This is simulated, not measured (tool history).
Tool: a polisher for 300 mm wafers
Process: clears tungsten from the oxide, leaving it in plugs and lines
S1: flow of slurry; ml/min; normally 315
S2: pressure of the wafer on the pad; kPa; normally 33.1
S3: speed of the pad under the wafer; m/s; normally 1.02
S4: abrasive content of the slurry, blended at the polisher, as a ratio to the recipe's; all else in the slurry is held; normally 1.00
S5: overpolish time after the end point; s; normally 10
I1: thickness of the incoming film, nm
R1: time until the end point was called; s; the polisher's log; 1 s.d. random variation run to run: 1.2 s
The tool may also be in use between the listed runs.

run	hour	S1	S2	S3	S4	S5	I1	R1
1	0.0	315	33.1	1.02	1.00	10	520.4	81.4
2	38.7	315	33.1	1.02	1.00	7	531.1	83.0
3	71.9	315	33.1	1.02	1.00	7	516.3	82.4
# hour 133.7: slurry nozzle cleaned
# hour 154.6: worn pad replaced by a new one
4	165.5	315	33.1	1.02	0.80	10	515.4	83.7
5	199.8	315	33.1	1.02	0.80	10	510.9	82.9
# hour 216.5: slurry blender recalibrated
6	231.4	315	39.3	1.02	1.00	10	527.5	73.9
7	292.3	315	39.3	1.02	1.00	10	524.2	72.7
# hour 310.1: slurry tank refilled with fresh slurry and peroxide
# hour 460.5: worn pad replaced by a new one
8	473.0	315	33.1	1.02	1.00	6	511.9	80.0
9	499.7	315	33.1	1.02	1.00	10	525.0	83.1
10	557.0	215	33.1	1.02	0.75	5	514.4	88.6
# hour 573.0: slurry nozzle cleaned
11	595.5	315	33.1	1.02	0.80	10	520.3	84.7
# hour 653.7: slurry tank refilled with fresh slurry and peroxide
12	654.2	315	33.1	1.02	1.00	10	527.5	81.7
# hour 674.6: slurry blender recalibrated
13	718.5	225	36.5	0.92	1.00	10	528.2	89.3
14	753.3	315	33.1	1.02	0.80	10	520.9	83.0
# hour 801.2: worn pad replaced by a new one
15	813.7	315	36.5	1.28	0.75	10	525.4	63.9
16	885.3	315	33.1	1.32	0.90	10	516.8	63.0
17	915.4	315	33.1	1.02	1.00	10	517.6	80.9
18	945.5	315	39.3	1.02	0.75	10	520.2	75.2
# hour 950.3: slurry nozzle cleaned
# hour 964.2: slurry tank refilled with fresh slurry and peroxide
# hour 999.0: head pressure recalibrated
19	999.7	315	33.1	1.02	1.00	10	525.8	84.1
20	1067.4	265	26.2	1.02	1.30	10	521.8	96.3
21	1101.5	250	33.1	0.80	1.10	8	531.8	107.9
# hour 1143.8: worn pad replaced by a new one
22	1144.3	415	33.1	1.34	0.85	15	523.4	62.0
# hour 1148.3: slurry blender recalibrated
23	1177.2	210	40.0	1.16	1.00	15	526.2	67.8
24	1228.1	315	33.1	1.02	1.00	10	509.3	79.7
25	1293.1	315	36.5	1.02	1.00	6	513.9	75.5
# hour 1307.8: slurry tank refilled with fresh slurry and peroxide
# hour 1319.1: slurry nozzle cleaned
26	1353.5	315	33.1	1.02	1.00	10	528.7	81.6

Branching from run 26: 4 alternative next runs. What would each branch give?
A	1354.0	315	33.1	1.02	1.25	10	519.4	?
B	1354.0	415	33.1	1.02	1.20	10	519.4	?
C	1354.0	315	33.1	1.16	1.00	10	519.4	?
D	1354.0	315	42.1	1.22	1.00	12	519.4	?

run	R1
A	79.1
B	77.8
C	71.8
D	57.2
With no hidden state in the tool, these same runs would have given:
run	R1
A	79.1
B	77.8
C	71.8
D	57.2
